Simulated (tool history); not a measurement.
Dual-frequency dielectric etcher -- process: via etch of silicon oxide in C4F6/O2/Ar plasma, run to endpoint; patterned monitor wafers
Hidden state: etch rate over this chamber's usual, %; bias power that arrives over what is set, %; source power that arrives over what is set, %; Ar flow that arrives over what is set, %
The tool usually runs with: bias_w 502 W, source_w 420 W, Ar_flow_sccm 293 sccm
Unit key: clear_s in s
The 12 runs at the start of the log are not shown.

run	day	bias_w	source_w	Ar_flow_sccm	wafers since the last listed run	hours since the last wet clean	hours since the last bias power generator calibration	hours since the last source power generator calibration	hours since the last Ar flow controller change	hours since the last upper electrode change	incoming incoming film thickness, nm	clear_s
# day 6.121: source power generator calibrated
13	6.142	502	370	322	93	93.8	104.3	0.5	2208.0	79.5	99.1	20.5
14	6.767	383	500	293	131	108.8	119.3	15.5	2223.0	94.5	101.2	22.3
15	7.229	425	480	267	97	119.9	130.4	26.6	2234.1	105.6	100.1	21.0
16	7.725	502	420	293	104	131.8	142.3	38.5	2246.0	117.5	100.8	20.5
17	7.996	502	420	293	57	138.3	148.8	45.0	2252.5	124.0	101.7	20.5
# day 8.388: Ar flow controller replaced
18	8.617	447	350	256	78	153.2	163.7	59.9	5.5	138.9	101.0	22.1
19	9.083	502	420	293	98	164.4	174.9	71.1	16.7	150.1	100.5	20.2
20	9.725	465	320	293	135	179.8	190.3	86.5	32.1	165.5	100.4	21.9
21	10.000	604	510	313	57	186.4	196.9	93.1	38.7	172.1	100.4	17.8
22	10.388	429	420	259	81	195.7	206.2	102.4	48.0	181.4	101.0	21.3
23	11.050	394	350	221	139	211.6	222.1	118.3	63.9	197.3	99.8	22.6
24	11.433	502	420	293	80	220.8	231.3	127.5	73.1	206.5	101.1	20.2
25	12.971	617	490	365	323	257.7	268.2	164.4	110.0	243.4	100.2	17.9
26	13.379	502	370	293	86	267.5	278.0	174.2	119.8	253.2	100.4	20.5
27	13.921	502	420	293	114	280.5	291.0	187.2	132.8	266.2	99.4	19.9
28	14.312	502	360	352	82	289.9	300.4	196.6	142.2	275.6	100.7	20.6
29	14.733	583	340	233	88	300.0	310.5	206.7	152.3	285.7	101.0	18.8
30	16.733	502	420	268	421	348.0	358.5	254.7	200.3	333.7	101.2	19.7

Alternative continuations, all from the tool just after run 30; predict every row:
A	16.750	502	420	293	3	348.4	358.9	255.1	200.7	334.1	100.6	?
B	16.750	502	420	349	3	348.4	358.9	255.1	200.7	334.1	100.6	?
C	16.750	467	390	336	3	348.4	358.9	255.1	200.7	334.1	100.6	?

run	clear_s
A	19.8
B	20.0
C	20.9
The same runs, with their run-to-run variation unchanged, on a tool lacking any hidden condition would have given:
run	clear_s
A	20.6
B	20.8
C	21.7
